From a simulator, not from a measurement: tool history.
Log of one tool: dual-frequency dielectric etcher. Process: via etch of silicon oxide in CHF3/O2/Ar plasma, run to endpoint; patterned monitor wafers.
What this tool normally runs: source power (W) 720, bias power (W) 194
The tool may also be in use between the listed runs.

run	hour	source power (W)	bias power (W)	incoming incoming film thickness, nm	endpoint time (s)
1	0.0	720	194	733.2	333.6
2	31.9	720	205	724.2	325.1
3	49.9	720	205	724.2	326.2
4	83.6	720	205	733.6	328.7
5	99.7	720	194	730.0	331.5
6	131.0	720	194	726.4	328.1
7	148.9	590	222	722.3	340.2
8	170.7	640	194	729.5	344.6
9	197.6	640	194	726.6	341.5
10	214.1	640	194	726.5	337.1
11	247.7	810	194	724.2	308.6
12	266.3	810	194	721.3	309.7
13	312.8	720	194	727.1	320.9
14	313.5	720	194	729.0	323.7
15	348.0	720	224	721.2	308.2
16	378.2	720	194	727.0	324.3
17	413.2	560	164	726.5	368.3
18	443.0	720	194	728.5	335.1
19	468.2	720	160	729.5	355.7
20	488.6	890	226	724.8	297.8
21	510.1	820	160	727.7	334.8
22	541.8	810	194	723.3	317.3
23	576.5	860	151	732.1	330.4
24	593.7	640	216	726.1	336.7
25	624.4	540	194	724.6	370.5
26	641.6	560	210	713.1	346.6
27	668.0	720	194	723.0	329.7
28	687.0	720	194	727.1	330.4

Put back what was entered between runs (4 entries, withheld): which listed runs does each sit between, and how does the hidden state differ from the listed run before to the listed run after?
Runs 12 to 13: upper electrode replaced (hour 312.3)
  etch rate over this chamber's usual, %: 3.5 -> 3.95
  measured less the result without the state, endpoint time (s): -10.8 -> -12.7
Runs 16 to 17: bias power generator calibrated (hour 387.9)
  etch rate over this chamber's usual, %: 4.59 -> 4.93
  measured less the result without the state, endpoint time (s): -14.9 -> -18.2
Runs 17 to 18: wet clean of the chamber (hour 442.5)
  etch rate over this chamber's usual, %: 4.93 -> -0.466
  measured less the result without the state, endpoint time (s): -18.2 -> +1.5
Runs 18 to 19: source power generator calibrated (hour 460.5)
  etch rate over this chamber's usual, %: -0.466 -> -0.22
  measured less the result without the state, endpoint time (s): +1.5 -> +0.8
